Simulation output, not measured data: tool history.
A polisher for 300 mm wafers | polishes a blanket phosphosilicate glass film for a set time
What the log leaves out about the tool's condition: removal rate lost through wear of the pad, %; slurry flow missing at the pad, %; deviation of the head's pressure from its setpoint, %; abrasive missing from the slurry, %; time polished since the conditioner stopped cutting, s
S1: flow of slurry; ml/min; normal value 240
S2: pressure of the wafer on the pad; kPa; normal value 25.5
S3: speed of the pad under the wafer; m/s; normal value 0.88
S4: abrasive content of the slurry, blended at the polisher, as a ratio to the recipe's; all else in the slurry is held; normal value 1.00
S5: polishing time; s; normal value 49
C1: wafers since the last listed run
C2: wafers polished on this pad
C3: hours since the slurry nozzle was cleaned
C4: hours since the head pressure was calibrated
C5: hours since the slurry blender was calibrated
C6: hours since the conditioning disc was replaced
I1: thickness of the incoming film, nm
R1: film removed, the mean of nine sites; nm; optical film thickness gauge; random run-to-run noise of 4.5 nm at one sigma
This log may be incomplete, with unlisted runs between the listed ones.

| run | hour | S1 | S2 | S3 | S4 | S5 | C1 | C2 | C3 | C4 | C5 | C6 | I1 | R1 |
|---|---|---|---|---|---|---|---|---|---|---|---|---|---|---|
| 1 | 0.0 | 240 | 25.5 | 0.88 | 1.00 | 49 | 0 | 27 | 270.7 | 571.4 | 142.2 | 73.9 | 2476.8 | 472.7 |
| 2 | 57.6 | 240 | 25.5 | 0.88 | 1.00 | 49 | 593 | 621 | 328.3 | 629.0 | 199.8 | 131.5 | 2504.5 | 473.3 |
| 3 | 128.3 | 240 | 25.5 | 0.88 | 1.00 | 49 | 728 | 1349 | 399.0 | 699.7 | 270.5 | 202.2 | 2473.1 | 470.6 |
| 4 | 154.1 | 240 | 25.5 | 0.88 | 1.00 | 49 | 265 | 1615 | 424.8 | 725.5 | 296.3 | 228.0 | 2490.8 | 475.1 |
| 5 | 198.1 | 240 | 25.5 | 0.88 | 1.00 | 49 | 453 | 2069 | 468.8 | 769.5 | 340.3 | 272.0 | 2506.0 | 459.6 |
| 6 | 240.0 | 240 | 25.5 | 0.88 | 1.00 | 49 | 431 | 2500 | 510.7 | 811.4 | 382.2 | 313.9 | 2541.7 | 462.5 |
|  | 266.3 | slurry blender recalibrated |
| 7 | 293.0 | 240 | 25.5 | 0.88 | 1.00 | 49 | 525 | 3026 | 563.7 | 864.4 | 26.7 | 366.9 | 2521.2 | 465.8 |
|  | 307.9 | worn pad replaced by a new one |
|  | 344.1 | conditioning disc replaced and pad reconditioned |
| 8 | 344.6 | 240 | 25.5 | 0.88 | 1.00 | 49 | 469 | 357 | 615.3 | 916.0 | 78.3 | 0.5 | 2497.8 | 455.5 |
| 9 | 412.4 | 240 | 25.5 | 0.88 | 1.00 | 49 | 698 | 1056 | 683.1 | 983.8 | 146.1 | 68.3 | 2502.2 | 455.9 |
| 10 | 456.5 | 240 | 25.5 | 0.88 | 1.00 | 49 | 454 | 1511 | 727.2 | 1027.9 | 190.2 | 112.4 | 2520.4 | 458.3 |
| 11 | 507.8 | 265 | 25.5 | 0.88 | 0.85 | 41 | 528 | 2039 | 778.5 | 1079.2 | 241.5 | 163.7 | 2509.9 | 363.5 |
|  | 569.3 | worn pad replaced by a new one |
| 12 | 574.7 | 180 | 25.5 | 0.88 | 1.25 | 41 | 648 | 56 | 845.4 | 1146.1 | 308.4 | 230.6 | 2513.2 | 402.6 |
|  | 606.5 | slurry nozzle cleaned |
| 13 | 645.4 | 240 | 25.5 | 0.88 | 0.85 | 58 | 718 | 774 | 38.9 | 1216.8 | 379.1 | 301.3 | 2519.3 | 518.6 |
|  | 676.8 | slurry blender recalibrated |
| 14 | 686.1 | 240 | 25.5 | 0.88 | 1.00 | 49 | 398 | 1173 | 79.6 | 1257.5 | 9.3 | 342.0 | 2533.5 | 467.9 |
| 15 | 723.8 | 240 | 25.5 | 0.88 | 1.30 | 49 | 388 | 1561 | 117.3 | 1295.2 | 47.0 | 379.7 | 2500.5 | 531.0 |
| 16 | 749.1 | 240 | 25.5 | 0.88 | 0.85 | 58 | 260 | 1822 | 142.6 | 1320.5 | 72.3 | 405.0 | 2474.4 | 518.0 |
|  | 755.9 | conditioning disc replaced and pad reconditioned |
| 17 | 780.3 | 180 | 25.5 | 0.88 | 1.00 | 35 | 300 | 2123 | 173.8 | 1351.7 | 103.5 | 24.4 | 2523.5 | 325.0 |
|  | 793.6 | head pressure recalibrated |
| 18 | 836.1 | 320 | 33.8 | 0.88 | 1.00 | 53 | 554 | 2678 | 229.6 | 42.5 | 159.3 | 80.2 | 2492.4 | 695.8 |
|  | 842.8 | worn pad replaced by a new one |
| 19 | 889.2 | 240 | 25.5 | 0.88 | 0.80 | 49 | 506 | 478 | 282.7 | 95.6 | 212.4 | 133.3 | 2484.6 | 423.2 |
| 20 | 920.1 | 240 | 29.0 | 0.88 | 1.00 | 49 | 318 | 796 | 313.6 | 126.5 | 243.3 | 164.2 | 2495.9 | 531.6 |
| 21 | 991.9 | 240 | 25.5 | 0.88 | 1.00 | 59 | 740 | 1536 | 385.4 | 198.3 | 315.1 | 236.0 | 2502.1 | 564.1 |
| 22 | 1038.3 | 190 | 30.3 | 0.88 | 1.00 | 49 | 478 | 2015 | 431.8 | 244.7 | 361.5 | 282.4 | 2508.8 | 550.9 |
|  | 1048.1 | slurry blender recalibrated |
| 23 | 1065.0 | 240 | 25.5 | 0.88 | 1.00 | 49 | 254 | 2269 | 458.5 | 271.4 | 16.9 | 309.1 | 2522.9 | 468.0 |
|  | 1100.3 | worn pad replaced by a new one |
| 24 | 1106.1 | 175 | 25.5 | 0.62 | 1.15 | 43 | 382 | 60 | 499.6 | 312.5 | 58.0 | 350.2 | 2477.1 | 335.9 |
| 25 | 1140.1 | 195 | 25.5 | 0.88 | 1.00 | 49 | 350 | 410 | 533.6 | 346.5 | 92.0 | 384.2 | 2494.5 | 459.6 |
|  | 1166.3 | conditioning disc replaced and pad reconditioned |
| 26 | 1180.1 | 240 | 20.0 | 0.66 | 1.00 | 49 | 391 | 802 | 573.6 | 386.5 | 132.0 | 13.8 | 2529.4 | 301.4 |

For some of the steps in R1 from one run to the next: how much would appear even if the tool had no hidden state, given the settings, what came in and random variation, and how much remains for the hidden state plus any gauge scatter that the measured result and the result without hidden state don't share?
Run 11 -> 12: S1 265 -> 180, S4 0.85 -> 1.25, worn pad replaced by a new one. R1 +39.1 nm: hidden state -13.6, all else +52.7.
Run 12 -> 13: S1 180 -> 240, S4 1.25 -> 0.85, S5 41 -> 58, slurry nozzle cleaned. R1 +116.0 nm: hidden state +28.3, all else +87.7.
Run 17 -> 18: S1 180 -> 320, S2 25.5 -> 33.8, S5 35 -> 53, head pressure recalibrated. R1 +370.8 nm: hidden state -0.9, all else +371.7.
Run 18 -> 19: S1 320 -> 240, S2 33.8 -> 25.5, S4 1.00 -> 0.80, S5 53 -> 49, worn pad replaced by a new one. R1 -272.6 nm: hidden state -0.2, all else -272.4.
